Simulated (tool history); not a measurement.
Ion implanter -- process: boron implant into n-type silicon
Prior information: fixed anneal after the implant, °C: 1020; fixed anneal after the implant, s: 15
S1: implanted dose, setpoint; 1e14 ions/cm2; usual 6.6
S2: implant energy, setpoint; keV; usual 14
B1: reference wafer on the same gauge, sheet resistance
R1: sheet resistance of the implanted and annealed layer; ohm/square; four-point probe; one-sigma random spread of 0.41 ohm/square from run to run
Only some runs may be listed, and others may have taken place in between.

run 1 day=0 | S1=6.6 S2=14 | B1=216 | R1=185.47
run 2 day=1.754 | S1=6.6 S2=14 | B1=215.79 | R1=186.12
run 3 day=4.7 | S1=7.7 S2=17.5 | B1=216.05 | R1=158.3
run 4 day=6.904 | S1=7.7 S2=17.5 | B1=216.08 | R1=158.74
run 5 day=10.588 | S1=6.6 S2=14 | B1=215.94 | R1=184.32
run 6 day=13.342 | S1=6.6 S2=14 | B1=215.96 | R1=185.05
run 7 day=15.783 | S1=6.6 S2=14 | B1=216.01 | R1=184.06
-- day=17.167 extraction supply calibrated
run 8 day=19.483 | S1=6.19 S2=14 | B1=216.17 | R1=194.28
-- day=20.167 gauge calibrated
run 9 day=21.108 | S1=7.64 S2=18 | B1=216.06 | R1=158.02
run 10 day=23.254 | S1=6.07 S2=9.5 | B1=215.96 | R1=204.22
-- day=25.658 Faraday cup replaced and dose calibrated
run 11 day=27.35 | S1=7.95 S2=12 | B1=216.02 | R1=156.35
run 12 day=31.254 | S1=6.6 S2=11.5 | B1=216.12 | R1=182.98
-- day=33.362 Faraday cup replaced and dose calibrated, repeated, since the last time left the tool worse
run 13 day=34.821 | S1=6.6 S2=14 | B1=215.95 | R1=189.3
run 14 day=38.712 | S1=7.4 S2=9 | B1=216.06 | R1=179.97
run 15 day=42.1 | S1=5.93 S2=16.5 | B1=216.01 | R1=203.61
run 16 day=43.667 | S1=7.52 S2=12 | B1=215.96 | R1=171.36
run 17 day=46.075 | S1=7.94 S2=14 | B1=216.08 | R1=161.25

Forecast each of these 4 alternatives for the next run:
run A day=46.092 | S1=6.6 S2=14 | B1=? | R1=?
run B day=46.092 | S1=6.6 S2=16.5 | B1=? | R1=?
run C day=46.092 | S1=5.88 S2=14 | B1=? | R1=?
run D day=46.092 | S1=7.73 S2=16.5 | B1=? | R1=?

run=A B1=216.05 R1=188.83
run=B B1=216.05 R1=186.08
run=C B1=216.05 R1=208.46
run=D B1=216.05 R1=162.22
What these runs would have given with no unlogged condition in the tool:
run=A R1=189.7
run=B R1=186.94
run=C R1=209.41
run=D R1=162.97
